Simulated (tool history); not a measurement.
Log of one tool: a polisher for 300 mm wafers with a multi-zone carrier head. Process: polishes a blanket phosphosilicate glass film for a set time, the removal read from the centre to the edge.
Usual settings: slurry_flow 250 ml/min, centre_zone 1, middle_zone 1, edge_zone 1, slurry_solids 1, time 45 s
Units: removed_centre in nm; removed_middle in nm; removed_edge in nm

run    hour  slurry_flow  centre_zone  middle_zone  edge_zone  slurry_solids  time  wafers since the last listed run  wafers polished on this pad  hours since the slurry nozzle was cleaned  hours since the centre zone pressure was calibrated  hours since the edge zone pressure was calibrated  hours since the carrier head's membrane was replaced  incoming thickness of the incoming film, nm  removed_centre  removed_middle  removed_edge
  1       0          250            1            1          1           1.25    45                                 0                          780                                        290                                                  3.7                                             1044.8                                                 149.6                                       2513.6             360           343.3         345.6
  2    35.8          250            1            1          1              1    45                               297                         1077                                      325.8                                                 39.5                                             1080.6                                                 185.4                                       2449.8           326.8           305.1         316.4
  3    59.9          250            1            1       1.06              1    45                               200                         1278                                      349.9                                                 63.6                                             1104.7                                                 209.5                                       2510.5           320.4           306.6         320.5
  4   127.4          250            1         0.93          1            1.2    45                               561                         1839                                      417.4                                                131.1                                             1172.2                                                   277                                       2495.7           310.4           294.7         317.5
      140.1  -- slurry nozzle cleaned
  5   179.1          250            1            1          1            1.1    58                               421                         2260                                         39                                                182.8                                             1223.9                                                 328.7                                       2499.1           437.4           423.5         418.6
      193.5  -- edge zone pressure recalibrated
      211.1  -- worn pad replaced by a new one
  6   243.7          250            1            1          1              1    45                               487                          270                                      103.6                                                247.4                                               50.2                                                 393.3                                       2488.6           348.5           341.2         343.4
  7   315.4          250            1            1          1              1    45                               596                          866                                      175.3                                                319.1                                              121.9                                                   465                                       2504.5           337.1             329         328.4
  8   359.2          250            1         1.09          1           1.15    45                               364                         1231                                      219.1                                                362.9                                              165.7                                                 508.8                                       2509.5           354.4           355.7         344.2
      370.3  -- centre zone pressure recalibrated
  9   406.1          310         1.09            1          1            1.2    51                               373                         1604                                        266                                                 35.8                                              212.6                                                 555.7                                       2474.9           436.3           392.5         393.1
 10   440.8          250            1            1        0.9              1    45                               288                         1892                                      300.7                                                 70.5                                              247.3                                                 590.4                                       2518.3           313.7           304.1           300
 11   490.6          250            1            1          1              1    45                               414                         2306                                      350.5                                                120.3                                              297.1                                                 640.2                                       2511.4           309.1           291.3         299.8
 12   540.1          250         0.97         1.07          1              1    45                               411                         2718                                        400                                                169.8                                              346.6                                                 689.7                                       2535.6           281.2           298.6           291
        549  -- slurry nozzle cleaned
 13   572.5          250         0.94         1.07          1              1    45                               261                         2979                                       23.5                                                202.2                                                379                                                 722.1                                       2440.3             297           318.8         304.8
      611.9  -- worn pad replaced by a new one
 14   626.3          250            1            1          1              1    45                               414                          119                                       77.3                                                  256                                              432.8                                                 775.9                                       2464.6             354           351.4         344.5
 15   669.7          285            1            1       0.89              1    54                               360                          480                                      120.7                                                299.4                                              476.2                                                 819.3                                       2460.3           429.5           416.3         399.3
      705.5  -- centre zone pressure recalibrated
 16   727.9          250            1            1          1              1    45                               467                          947                                      178.9                                                 22.4                                              534.4                                                 877.5                                       2450.4           341.9           329.8         329.4
 17   787.9          200            1         1.05       0.92              1    45                               498                         1446                                      238.9                                                 82.4                                              594.4                                                 937.5                                       2463.1           320.6           314.6         305.1
 18   854.1          250            1         0.92          1              1    45                               550                         1996                                      305.1                                                148.6                                              660.6                                                1003.7                                       2491.9           313.9           283.3         313.8
 19   886.4          250            1            1          1            0.8    45                               268                         2265                                      337.4                                                180.9                                              692.9                                                  1036                                       2526.1           279.5           273.6         283.7
 20   919.2          250            1            1          1              1    45                               272                         2538                                      370.2                                                213.7                                              725.7                                                1068.8                                         2470           294.6             291         299.4
 21   979.8          250            1            1          1              1    45                               503                         3041                                      430.8                                                274.3                                              786.3                                                1129.4                                         2478           282.6           280.4         286.7
        987  -- slurry nozzle cleaned
     1001.6  -- worn pad replaced by a new one
       1029  -- carrier head's membrane replaced by a new one
 22  1032.8          250          0.9         0.97       1.11              1    45                               357                          218                                       45.8                                                327.3                                              839.3                                                   3.8                                       2470.9           317.6           329.8         353.5

What the log doesn't show, run by run:
deviation of the centre zone's pressure from its setpoint, %: 0 in every run
deviation of the edge zone's pressure from its setpoint, %: 0 in every run
H1: removal rate lost through wear of the pad, %
H2: slurry flow missing at the pad, %
run     H1    H2
  1   4.35  31.7
  2    5.6  35.2
  3   6.45  37.5
  4   8.81  44.1
  5   10.6  3.89
  6   2.35  10.2
  7   4.86  17.2
  8    6.4  21.4
  9   8.04    26
 10   9.25  29.4
 11     11  34.2
 12   12.7  39.1
 13   13.9  4.51
 14  0.525  9.75
 15   2.04    14
 16   4.08  19.7
 17   6.18  25.5
 18    8.5    32
 19   9.63  35.1
 20   10.8  38.3
 21   12.9  44.2
 22   3.32  5.19
